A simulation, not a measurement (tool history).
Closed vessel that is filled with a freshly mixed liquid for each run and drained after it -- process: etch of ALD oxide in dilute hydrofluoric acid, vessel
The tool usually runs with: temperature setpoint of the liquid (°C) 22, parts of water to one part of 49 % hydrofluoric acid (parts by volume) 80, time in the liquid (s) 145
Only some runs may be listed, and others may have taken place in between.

run,day,temperature setpoint of the liquid (°C),parts of water to one part of 49 % hydrofluoric acid (parts by volume),time in the liquid (s),wafers since the last listed run,hours since the thermometer was replaced,hours since the hydrofluoric acid flow meter was replaced,hours since the gauge calibration,"read-back film thickness of the ALD oxide reference wafer, read on the same gauge (nm)",thickness taken off the ALD oxide on a monitor wafer (Å)
1,0,22,80,145,0,1446.4,1174.1,737.1,70,564.4
2,4.042,22,80,145,12699,1543.4,1271.1,834.1,70.04,558.7
3,6.454,22,90,210,7580,1601.3,1329,892,69.97,714.9
# day 8.842: gauge calibrated
4,14.867,22,80,145,26432,1803.2,1530.9,144.6,70,563.8
5,16.796,22,80,145,6061,1849.5,1577.2,190.9,69.97,567.1
6,20.396,22,80,145,11311,1935.9,1663.6,277.3,70.02,565.8
7,22.908,22,80,145,7894,1996.2,1723.9,337.6,70.04,570.2
8,25.308,22,80,120,7541,2053.8,1781.5,395.2,70,468.9
9,27.383,22,80,80,6519,2103.6,1831.3,445,70.02,312.2
10,28.896,22,80,80,4752,2139.9,1867.6,481.3,69.98,315
11,31.512,22,80,175,8221,2202.7,1930.4,544.1,70.01,685.8
# day 33.062: thermometer replaced
12,35.896,22,80,175,13641,68,2035.6,649.3,70.03,663.9
13,38.579,26,80,180,8431,132.4,2100,713.7,70.02,806.6
14,40.888,22,80,145,7252,187.8,2155.4,769.1,69.95,554.1
15,43.146,22,80,145,7095,242,2209.6,823.3,70.05,553
16,45.179,24,95,220,6388,290.8,2258.4,872.1,70.03,749.1
# day 46.354: hydrofluoric acid flow meter replaced
17,48.996,22,80,145,11861,382.4,63.4,963.7,69.98,553.1
# day 51.417: gauge calibrated
18,52.775,23.5,40,145,11874,473.1,154.1,32.6,69.98,1239.5
19,54.525,22,80,145,5498,515.1,196.1,74.6,69.98,559.8
20,58.912,25.5,65,145,13785,620.4,301.4,179.9,69.95,807.1
21,60.733,19,100,145,5721,664.1,345.1,223.6,70,384
22,63.392,18.5,120,210,8352,727.9,408.9,287.4,70,444.7
23,65.046,17.5,80,220,5197,767.6,448.6,327.1,69.98,696.6
24,67.346,23.5,40,215,7226,822.8,503.8,382.3,70.01,1848.1
25,70.267,20.5,70,220,9177,892.9,573.9,452.4,70.04,914.7

Here are 3 independent what-if runs from the current tool condition. What would each one return?
A,70.296,22,80,145,91,893.6,574.6,453.1,?,?
B,70.296,24,90,145,91,893.6,574.6,453.1,?,?
C,70.296,19,105,175,91,893.6,574.6,453.1,?,?

run,"read-back film thickness of the ALD oxide reference wafer, read on the same gauge (nm)",thickness taken off the ALD oxide on a monitor wafer (Å)
A,69.97,558.1
B,69.97,531.1
C,69.97,440.9
The same runs, with their run-to-run variation unchanged, on a tool lacking any hidden condition would have given:
run,thickness taken off the ALD oxide on a monitor wafer (Å)
A,550.6
B,524.2
C,435
